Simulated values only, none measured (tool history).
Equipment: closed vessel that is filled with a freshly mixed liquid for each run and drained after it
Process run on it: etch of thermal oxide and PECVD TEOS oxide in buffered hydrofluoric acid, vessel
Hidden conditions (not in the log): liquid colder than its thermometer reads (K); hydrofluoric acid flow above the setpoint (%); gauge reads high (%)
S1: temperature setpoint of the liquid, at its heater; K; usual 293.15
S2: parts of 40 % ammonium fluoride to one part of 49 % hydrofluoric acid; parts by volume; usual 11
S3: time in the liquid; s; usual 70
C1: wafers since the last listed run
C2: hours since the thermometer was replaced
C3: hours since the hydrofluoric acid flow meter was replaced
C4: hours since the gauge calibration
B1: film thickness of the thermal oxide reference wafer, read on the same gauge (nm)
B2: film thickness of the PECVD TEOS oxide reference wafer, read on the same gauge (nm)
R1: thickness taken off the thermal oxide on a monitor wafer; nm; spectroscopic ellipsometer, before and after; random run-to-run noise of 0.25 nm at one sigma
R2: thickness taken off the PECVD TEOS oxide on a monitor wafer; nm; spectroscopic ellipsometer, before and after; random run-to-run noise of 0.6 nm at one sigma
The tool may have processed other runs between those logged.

{"run": 1, "hour": 0.0, "S1": 293.15, "S2": 9.5, "S3": 70, "C1": 0, "C2": 1947.3, "C3": 231.7, "C4": 501.6, "B1": 152.13, "B2": 101.44, "R1": 70.42, "R2": 105.29}
{"run": 2, "hour": 32.8, "S1": 293.15, "S2": 9.5, "S3": 70, "C1": 2710, "C2": 1980.1, "C3": 264.5, "C4": 534.4, "B1": 152.42, "B2": 101.62, "R1": 71.41, "R2": 104.47}
{"run": 3, "hour": 64.3, "S1": 293.15, "S2": 9.5, "S3": 70, "C1": 2602, "C2": 2011.6, "C3": 296, "C4": 565.9, "B1": 152.65, "B2": 101.77, "R1": 71.26, "R2": 104.57}
{"run": 4, "hour": 81.6, "S1": 293.15, "S2": 11, "S3": 90, "C1": 1429, "C2": 2028.9, "C3": 313.3, "C4": 583.2, "B1": 152.75, "B2": 101.83, "R1": 80.98, "R2": 119.37}
{"run": 5, "hour": 112.1, "S1": 293.15, "S2": 11, "S3": 90, "C1": 2520, "C2": 2059.4, "C3": 343.8, "C4": 613.7, "B1": 153.09, "B2": 102.06, "R1": 81.45, "R2": 120.66}
{"run": 6, "hour": 132.1, "S1": 294.65, "S2": 11, "S3": 70, "C1": 1652, "C2": 2079.4, "C3": 363.8, "C4": 633.7, "B1": 153.23, "B2": 102.18, "R1": 68.3, "R2": 100.95}
{"run": 7, "hour": 146.6, "S1": 294.65, "S2": 11, "S3": 70, "C1": 1198, "C2": 2093.9, "C3": 378.3, "C4": 648.2, "B1": 153.35, "B2": 102.27, "R1": 68.4, "R2": 100.5}
{"run": 8, "hour": 182.1, "S1": 293.15, "S2": 11, "S3": 70, "C1": 2933, "C2": 2129.4, "C3": 413.8, "C4": 683.7, "B1": 153.69, "B2": 102.5, "R1": 63.32, "R2": 92.7}
{"run": 9, "hour": 213.1, "S1": 293.15, "S2": 11, "S3": 70, "C1": 2561, "C2": 2160.4, "C3": 444.8, "C4": 714.7, "B1": 154.03, "B2": 102.75, "R1": 63.2, "R2": 95.06}
{"run": 10, "hour": 232.5, "S1": 293.15, "S2": 11, "S3": 70, "C1": 1603, "C2": 2179.8, "C3": 464.2, "C4": 734.1, "B1": 154.24, "B2": 102.84, "R1": 64.18, "R2": 93.29}
{"hour": 239.8, "done": "gauge calibrated"}
{"hour": 254.9, "done": "thermometer replaced"}
{"run": 11, "hour": 261.3, "S1": 291.15, "S2": 7.5, "S3": 70, "C1": 2297, "C2": 6.4, "C3": 493, "C4": 21.5, "B1": 149.85, "B2": 99.91, "R1": 78.64, "R2": 117.6}
{"run": 12, "hour": 294.5, "S1": 293.15, "S2": 11, "S3": 95, "C1": 2743, "C2": 39.6, "C3": 526.2, "C4": 54.7, "B1": 149.89, "B2": 99.91, "R1": 84.75, "R2": 123.68}
{"run": 13, "hour": 312.5, "S1": 295.15, "S2": 13.5, "S3": 95, "C1": 1487, "C2": 57.6, "C3": 544.2, "C4": 72.7, "B1": 149.91, "B2": 99.95, "R1": 76.94, "R2": 113.12}
{"run": 14, "hour": 342.4, "S1": 293.15, "S2": 12, "S3": 70, "C1": 2470, "C2": 87.5, "C3": 574.1, "C4": 102.6, "B1": 149.92, "B2": 99.97, "R1": 56.44, "R2": 83.73}
{"hour": 371.7, "done": "hydrofluoric acid flow meter replaced"}
{"run": 15, "hour": 372.2, "S1": 296.15, "S2": 6.5, "S3": 70, "C1": 2379, "C2": 117.3, "C3": 0.5, "C4": 132.4, "B1": 150, "B2": 100.01, "R1": 120.28, "R2": 177.11}
{"run": 16, "hour": 384.2, "S1": 293.15, "S2": 8, "S3": 35, "C1": 991, "C2": 129.3, "C3": 12.5, "C4": 144.4, "B1": 150.04, "B2": 100, "R1": 41.42, "R2": 61.06}
{"run": 17, "hour": 417.9, "S1": 290.65, "S2": 11, "S3": 70, "C1": 2784, "C2": 163, "C3": 46.2, "C4": 178.1, "B1": 150.03, "B2": 100.06, "R1": 53.71, "R2": 78.52}
{"run": 18, "hour": 443.2, "S1": 293.15, "S2": 14, "S3": 85, "C1": 2090, "C2": 188.3, "C3": 71.5, "C4": 203.4, "B1": 150.15, "B2": 100.13, "R1": 59.35, "R2": 87.32}
{"run": 19, "hour": 471.3, "S1": 293.15, "S2": 11, "S3": 70, "C1": 2321, "C2": 216.4, "C3": 99.6, "C4": 231.5, "B1": 150.3, "B2": 100.18, "R1": 62.19, "R2": 91.95}
{"run": 20, "hour": 499.6, "S1": 293.15, "S2": 15.5, "S3": 70, "C1": 2338, "C2": 244.7, "C3": 127.9, "C4": 259.8, "B1": 150.36, "B2": 100.23, "R1": 44.53, "R2": 65.39}
{"run": 21, "hour": 514.3, "S1": 291.65, "S2": 14, "S3": 50, "C1": 1214, "C2": 259.4, "C3": 142.6, "C4": 274.5, "B1": 150.38, "B2": 100.27, "R1": 32.32, "R2": 47.25}
{"run": 22, "hour": 542.7, "S1": 295.65, "S2": 14.5, "S3": 70, "C1": 2346, "C2": 287.8, "C3": 171, "C4": 302.9, "B1": 150.5, "B2": 100.37, "R1": 54.32, "R2": 80.24}
{"run": 23, "hour": 645.5, "S1": 295.15, "S2": 13.5, "S3": 95, "C1": 8494, "C2": 390.6, "C3": 273.8, "C4": 405.7, "B1": 151.04, "B2": 100.73, "R1": 77.58, "R2": 113.67}
{"run": 24, "hour": 660.1, "S1": 293.15, "S2": 11, "S3": 50, "C1": 1206, "C2": 405.2, "C3": 288.4, "C4": 420.3, "B1": 151.17, "B2": 100.78, "R1": 44.59, "R2": 65.58}
{"run": 25, "hour": 676.7, "S1": 290.65, "S2": 9.5, "S3": 105, "C1": 1371, "C2": 421.8, "C3": 305, "C4": 436.9, "B1": 151.31, "B2": 100.87, "R1": 91.67, "R2": 136.15}
{"run": 26, "hour": 709.3, "S1": 293.15, "S2": 11, "S3": 70, "C1": 2693, "C2": 454.4, "C3": 337.6, "C4": 469.5, "B1": 151.5, "B2": 101.01, "R1": 63.13, "R2": 91.04}

4 ways to go on from here, each from the tool as it stands after run 26. What would each give?
{"run": "A", "hour": 710.0, "S1": 293.15, "S2": 11, "S3": 70, "C1": 57, "C2": 455.1, "C3": 338.3, "C4": 470.2, "B1": "?", "B2": "?", "R1": "?", "R2": "?"}
{"run": "B", "hour": 710.0, "S1": 293.15, "S2": 9, "S3": 70, "C1": 57, "C2": 455.1, "C3": 338.3, "C4": 470.2, "B1": "?", "B2": "?", "R1": "?", "R2": "?"}
{"run": "C", "hour": 710.0, "S1": 295.15, "S2": 8.5, "S3": 40, "C1": 57, "C2": 455.1, "C3": 338.3, "C4": 470.2, "B1": "?", "B2": "?", "R1": "?", "R2": "?"}
{"run": "D", "hour": 710.0, "S1": 290.65, "S2": 9.5, "S3": 95, "C1": 57, "C2": 455.1, "C3": 338.3, "C4": 470.2, "B1": "?", "B2": "?", "R1": "?", "R2": "?"}

run=A B1=151.49 B2=101.02 R1=62.46 R2=91.53
run=B B1=151.49 B2=101.02 R1=73.25 R2=107.32
run=C B1=151.49 B2=101.02 R1=49.77 R2=72.93
run=D B1=151.49 B2=101.02 R1=83.44 R2=122.26
With no hidden state in the tool, these same runs would have given:
run=A R1=61.85 R2=90.63
run=B R1=72.53 R2=106.27
run=C R1=49.28 R2=72.21
run=D R1=82.62 R2=121.06

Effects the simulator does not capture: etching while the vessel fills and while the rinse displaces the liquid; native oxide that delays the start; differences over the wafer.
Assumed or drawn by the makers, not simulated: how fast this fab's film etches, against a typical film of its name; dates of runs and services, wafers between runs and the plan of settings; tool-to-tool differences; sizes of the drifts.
